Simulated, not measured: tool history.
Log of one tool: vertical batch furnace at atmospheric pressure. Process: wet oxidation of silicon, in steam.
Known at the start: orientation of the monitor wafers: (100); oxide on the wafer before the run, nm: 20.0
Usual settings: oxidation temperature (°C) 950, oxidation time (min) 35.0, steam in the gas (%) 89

run	hour	oxidation temperature (°C)	oxidation time (min)	steam in the gas (%)	wafers since the last listed run	hours since the last temperature calibration	hours since the steam generator was serviced	hours since the gauge calibration	read-back reference wafer on the same gauge, thickness	oxide thickness on the monitor wafer (angstrom)
1	0.0	950	35.0	89	0	3009.1	3314.2	91.9	191.05	1798.0
2	8.7	950	35.0	89	119	3017.8	3322.9	100.6	191.02	1797.8
3	25.1	968	35.0	89	225	3034.2	3339.3	117.0	190.94	2132.4
4	41.7	968	35.0	89	228	3050.8	3355.9	133.6	190.94	2135.0
5	54.9	968	35.0	89	181	3064.0	3369.1	146.8	191.00	2133.3
6	64.0	950	35.0	89	125	3073.1	3378.2	155.9	190.91	1804.0
7	72.6	950	35.0	93	118	3081.7	3386.8	164.5	191.08	1866.8
8	80.1	950	35.0	89	103	3089.2	3394.3	172.0	191.02	1807.0
9	86.7	950	35.0	89	90	3095.8	3400.9	178.6	191.01	1802.2
10	99.4	950	35.0	89	174	3108.5	3413.6	191.3	191.06	1808.0
11	114.3	936	35.0	89	204	3123.4	3428.5	206.2	190.99	1576.5
12	127.1	950	35.0	89	176	3136.2	3441.3	219.0	190.99	1805.3
13	142.7	950	35.0	89	214	3151.8	3456.9	234.6	191.03	1804.5
14	152.6	950	35.0	89	136	3161.7	3466.8	244.5	191.01	1804.5
15	165.5	950	35.0	89	177	3174.6	3479.7	257.4	191.01	1806.2
# hour 196.1: steam generator serviced
16	196.6	950	35.0	89	97	3205.7	0.5	288.5	191.00	1814.4
17	200.2	950	35.0	97	49	3209.3	4.1	292.1	191.04	1928.6
18	203.7	950	35.0	86	48	3212.8	7.6	295.6	190.96	1764.2
# hour 216.5: gauge calibrated
19	217.8	950	35.0	89	193	3226.9	21.7	1.3	190.99	1808.3
# hour 249.8: thermocouples replaced and temperature profile calibrated
20	250.3	974	35.0	97	116	0.5	54.2	33.8	191.02	2330.8
21	253.8	942	46.5	80	48	4.0	57.7	37.3	190.96	1839.4
22	258.2	941	50.5	93	60	8.4	62.1	41.7	191.02	2185.1
23	269.8	967	29.5	81	159	20.0	73.7	53.3	190.99	1679.1
24	281.6	950	35.0	89	162	31.8	85.5	65.1	191.03	1738.2
25	294.5	967	45.0	89	177	44.7	98.4	78.0	190.97	2459.2
26	308.0	935	48.0	81	185	58.2	111.9	91.5	190.99	1781.7
27	319.0	950	35.0	89	151	69.2	122.9	102.5	191.04	1737.1
28	328.1	950	23.0	92	125	78.3	132.0	111.6	191.01	1300.0
29	344.3	941	50.5	93	222	94.5	148.2	127.8	190.98	2187.3
30	357.3	950	35.0	89	178	107.5	161.2	140.8	191.03	1741.7
31	373.6	931	35.0	80	224	123.8	177.5	157.1	190.96	1330.2
32	384.7	950	35.0	84	152	134.9	188.6	168.2	191.04	1665.1
33	401.4	926	23.5	77	229	151.6	205.3	184.9	191.03	913.9
34	408.8	957	35.0	89	101	159.0	212.7	192.3	190.92	1862.5
35	420.4	950	35.0	93	159	170.6	224.3	203.9	191.03	1793.6
36	428.2	950	35.0	89	107	178.4	232.1	211.7	190.92	1740.2
37	440.1	950	35.0	85	163	190.3	244.0	223.6	190.95	1683.4

How the hidden state differs across the entries between the runs, from the last listed run before each to the first after it:
Between runs 15 and 16: steam generator serviced (hour 196.1)
  true tube temperature minus thermocouple reading, K: 4.02 -> 4.1
  measured less the result without the state, oxide thickness on the monitor wafer (angstrom): +70.0 -> +71.6
Between runs 18 and 19: gauge calibrated (hour 216.5)
  true tube temperature minus thermocouple reading, K: 4.11 -> 4.15
  measured less the result without the state, oxide thickness on the monitor wafer (angstrom): +70.1 -> +72.3
Between runs 19 and 20: thermocouples replaced and temperature profile calibrated (hour 249.8)
  true tube temperature minus thermocouple reading, K: 4.15 -> 0.132
  measured less the result without the state, oxide thickness on the monitor wafer (angstrom): +72.3 -> +2.7
